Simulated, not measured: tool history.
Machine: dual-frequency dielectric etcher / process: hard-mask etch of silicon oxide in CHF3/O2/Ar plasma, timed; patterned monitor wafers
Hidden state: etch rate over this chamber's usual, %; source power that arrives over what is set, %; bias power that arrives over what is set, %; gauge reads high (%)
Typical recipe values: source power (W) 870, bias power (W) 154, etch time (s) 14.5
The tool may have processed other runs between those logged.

| run | hour | source power (W) | bias power (W) | etch time (s) | wafers since the last listed run | hours since the last wet clean | hours since the last source power generator calibration | hours since the last bias power generator calibration | hours since the last upper electrode change | hours since the gauge calibration | read-back reference wafer on the same gauge, depth_nm | mean etch depth across the wafer (Å) |
|---|---|---|---|---|---|---|---|---|---|---|---|---|
| 1 | 0 | 870 | 154 | 14.5 | 0 | 58.7 | 2898.3 | 1440.4 | 5304.8 | 165.5 | 37.2 | 313.7 |
| 2 | 26.1 | 870 | 154 | 14.5 | 379 | 84.8 | 2924.4 | 1466.5 | 5330.9 | 191.6 | 37.19 | 313.9 |
| 3 | 70.5 | 870 | 154 | 14.5 | 646 | 129.2 | 2968.8 | 1510.9 | 5375.3 | 236 | 37.2 | 312.6 |
| 4 | 100.4 | 870 | 154 | 14.5 | 435 | 159.1 | 2998.7 | 1540.8 | 5405.2 | 265.9 | 37.19 | 312.6 |
| 5 | 167.9 | 870 | 154 | 14.5 | 982 | 226.6 | 3066.2 | 1608.3 | 5472.7 | 333.4 | 37.2 | 312.1 |
| 6 | 202.9 | 870 | 154 | 14.5 | 509 | 261.6 | 3101.2 | 1643.3 | 5507.7 | 368.4 | 37.21 | 311.4 |
| 7 | 265.6 | 870 | 154 | 14.5 | 912 | 324.3 | 3163.9 | 1706 | 5570.4 | 431.1 | 37.2 | 308.9 |
|  | 319.7 | wet clean of the chamber |
| 8 | 320.2 | 870 | 154 | 17 | 445 | 0.5 | 3218.5 | 1760.6 | 5625 | 485.7 | 37.19 | 352.7 |
| 9 | 328.3 | 870 | 154 | 17 | 117 | 8.6 | 3226.6 | 1768.7 | 5633.1 | 493.8 | 37.2 | 353.1 |
| 10 | 367.8 | 870 | 154 | 14.5 | 574 | 48.1 | 3266.1 | 1808.2 | 5672.6 | 533.3 | 37.2 | 299.7 |
|  | 530.8 | upper electrode replaced |
|  | 559.5 | wet clean of the chamber, repeated, since the last time left the tool worse |
| 11 | 561.1 | 870 | 154 | 14.5 | 2115 | 1.6 | 3459.4 | 2001.5 | 30.3 | 726.6 | 37.2 | 314.4 |
| 12 | 606.3 | 660 | 154 | 16 | 657 | 46.8 | 3504.6 | 2046.7 | 75.5 | 771.8 | 37.2 | 296 |

Predict the results of run 13:
|  | 660.2 | source power generator calibrated |
| 13 | 664.4 | 870 | 173 | 14.5 | 787 | 104.9 | 4.2 | 2104.8 | 133.6 | 829.9 | ? | ? |

read-back reference wafer on the same gauge, depth_nm: 37.19
mean etch depth across the wafer (Å): 321.9
Had the tool carried no hidden state, the very same run would have given mean etch depth across the wafer (Å) 323.1.
